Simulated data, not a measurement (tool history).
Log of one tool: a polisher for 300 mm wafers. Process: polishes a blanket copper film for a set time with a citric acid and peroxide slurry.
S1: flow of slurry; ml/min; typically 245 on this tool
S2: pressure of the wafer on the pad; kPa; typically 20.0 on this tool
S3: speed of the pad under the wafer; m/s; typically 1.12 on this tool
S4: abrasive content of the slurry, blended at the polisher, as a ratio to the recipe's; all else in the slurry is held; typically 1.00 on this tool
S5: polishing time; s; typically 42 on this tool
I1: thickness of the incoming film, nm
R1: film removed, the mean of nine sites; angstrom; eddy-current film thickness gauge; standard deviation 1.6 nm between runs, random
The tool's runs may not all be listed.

run 1 hour=0.0 | S1=215 S2=23.4 S3=1.12 S4=1.00 S5=42 | I1=510.8 | R1=1200
run 2 hour=12.7 | S1=215 S2=23.4 S3=1.12 S4=1.00 S5=42 | I1=510.0 | R1=1202
run 3 hour=29.3 | S1=245 S2=20.0 S3=1.12 S4=1.00 S5=42 | I1=512.5 | R1=1062
run 4 hour=38.1 | S1=245 S2=20.0 S3=1.12 S4=1.00 S5=42 | I1=501.4 | R1=1021
run 5 hour=48.6 | S1=245 S2=20.0 S3=1.12 S4=1.00 S5=42 | I1=516.6 | R1=1002
run 6 hour=63.8 | S1=245 S2=20.0 S3=1.12 S4=1.00 S5=42 | I1=509.3 | R1=998
-- hour=74.7 slurry blender recalibrated
run 7 hour=75.2 | S1=245 S2=20.0 S3=1.12 S4=1.00 S5=42 | I1=504.2 | R1=931
run 8 hour=90.0 | S1=245 S2=20.0 S3=1.12 S4=1.00 S5=42 | I1=514.8 | R1=902
-- hour=98.6 worn pad replaced by a new one
run 9 hour=103.9 | S1=245 S2=20.0 S3=1.12 S4=1.00 S5=42 | I1=510.2 | R1=1027
run 10 hour=121.7 | S1=245 S2=20.0 S3=1.12 S4=1.00 S5=42 | I1=506.8 | R1=990
run 11 hour=133.3 | S1=245 S2=15.9 S3=1.12 S4=1.00 S5=31 | I1=506.7 | R1=602
run 12 hour=145.6 | S1=300 S2=14.5 S3=0.84 S4=0.75 S5=42 | I1=520.2 | R1=508
run 13 hour=162.5 | S1=245 S2=16.5 S3=0.88 S4=1.00 S5=42 | I1=511.1 | R1=624
run 14 hour=172.8 | S1=245 S2=20.0 S3=1.12 S4=1.00 S5=42 | I1=503.0 | R1=934
run 15 hour=186.8 | S1=245 S2=20.0 S3=1.44 S4=1.00 S5=47 | I1=505.5 | R1=1275
-- hour=192.3 head pressure recalibrated
-- hour=198.1 worn pad replaced by a new one
run 16 hour=202.3 | S1=245 S2=20.0 S3=1.12 S4=1.10 S5=52 | I1=510.6 | R1=1431
run 17 hour=216.9 | S1=245 S2=20.0 S3=1.00 S4=1.00 S5=29 | I1=506.3 | R1=690
run 18 hour=234.1 | S1=200 S2=20.0 S3=1.34 S4=1.15 S5=42 | I1=510.9 | R1=1291
run 19 hour=252.0 | S1=245 S2=13.1 S3=1.12 S4=0.75 S5=47 | I1=502.5 | R1=751
-- hour=255.3 slurry nozzle cleaned
run 20 hour=267.7 | S1=245 S2=20.0 S3=1.46 S4=1.00 S5=42 | I1=509.0 | R1=1325
-- hour=280.5 slurry blender recalibrated
-- hour=282.2 worn pad replaced by a new one
run 21 hour=282.7 | S1=245 S2=20.0 S3=1.12 S4=1.00 S5=42 | I1=506.8 | R1=1182
run 22 hour=289.0 | S1=245 S2=20.0 S3=1.12 S4=1.10 S5=52 | I1=510.4 | R1=1461
run 23 hour=306.8 | S1=215 S2=20.0 S3=1.50 S4=1.00 S5=42 | I1=510.2 | R1=1491
run 24 hour=313.0 | S1=245 S2=20.0 S3=1.12 S4=1.00 S5=42 | I1=503.4 | R1=1136
run 25 hour=329.2 | S1=245 S2=20.0 S3=1.12 S4=1.00 S5=42 | I1=511.7 | R1=1081
run 26 hour=340.6 | S1=245 S2=20.0 S3=1.12 S4=1.00 S5=42 | I1=501.7 | R1=1098
run 27 hour=350.3 | S1=245 S2=16.5 S3=1.12 S4=1.00 S5=42 | I1=508.5 | R1=863
run 28 hour=368.1 | S1=305 S2=20.0 S3=1.38 S4=0.80 S5=42 | I1=507.1 | R1=1197
-- hour=378.9 worn pad replaced by a new one
run 29 hour=380.2 | S1=245 S2=20.0 S3=1.12 S4=1.00 S5=42 | I1=515.3 | R1=1112

5 ways to go on from here, each from the tool as it stands after run 29. What would each give?
run A hour=380.6 | S1=245 S2=20.0 S3=1.12 S4=1.25 S5=42 | I1=516.3 | R1=?
run B hour=380.6 | S1=245 S2=22.8 S3=1.12 S4=0.70 S5=42 | I1=516.3 | R1=?
run C hour=380.6 | S1=280 S2=22.8 S3=1.12 S4=1.20 S5=42 | I1=516.3 | R1=?
run D hour=380.6 | S1=215 S2=20.0 S3=1.12 S4=1.15 S5=42 | I1=516.3 | R1=?
run E hour=380.6 | S1=195 S2=20.0 S3=1.12 S4=1.00 S5=42 | I1=516.3 | R1=?

run=A R1=1188
run=B R1=1175
run=C R1=1350
run=D R1=1151
run=E R1=1103
Had the tool no hidden state, the same runs would have come out as:
run=A R1=1242
run=B R1=1228
run=C R1=1412
run=D R1=1203
run=E R1=1153

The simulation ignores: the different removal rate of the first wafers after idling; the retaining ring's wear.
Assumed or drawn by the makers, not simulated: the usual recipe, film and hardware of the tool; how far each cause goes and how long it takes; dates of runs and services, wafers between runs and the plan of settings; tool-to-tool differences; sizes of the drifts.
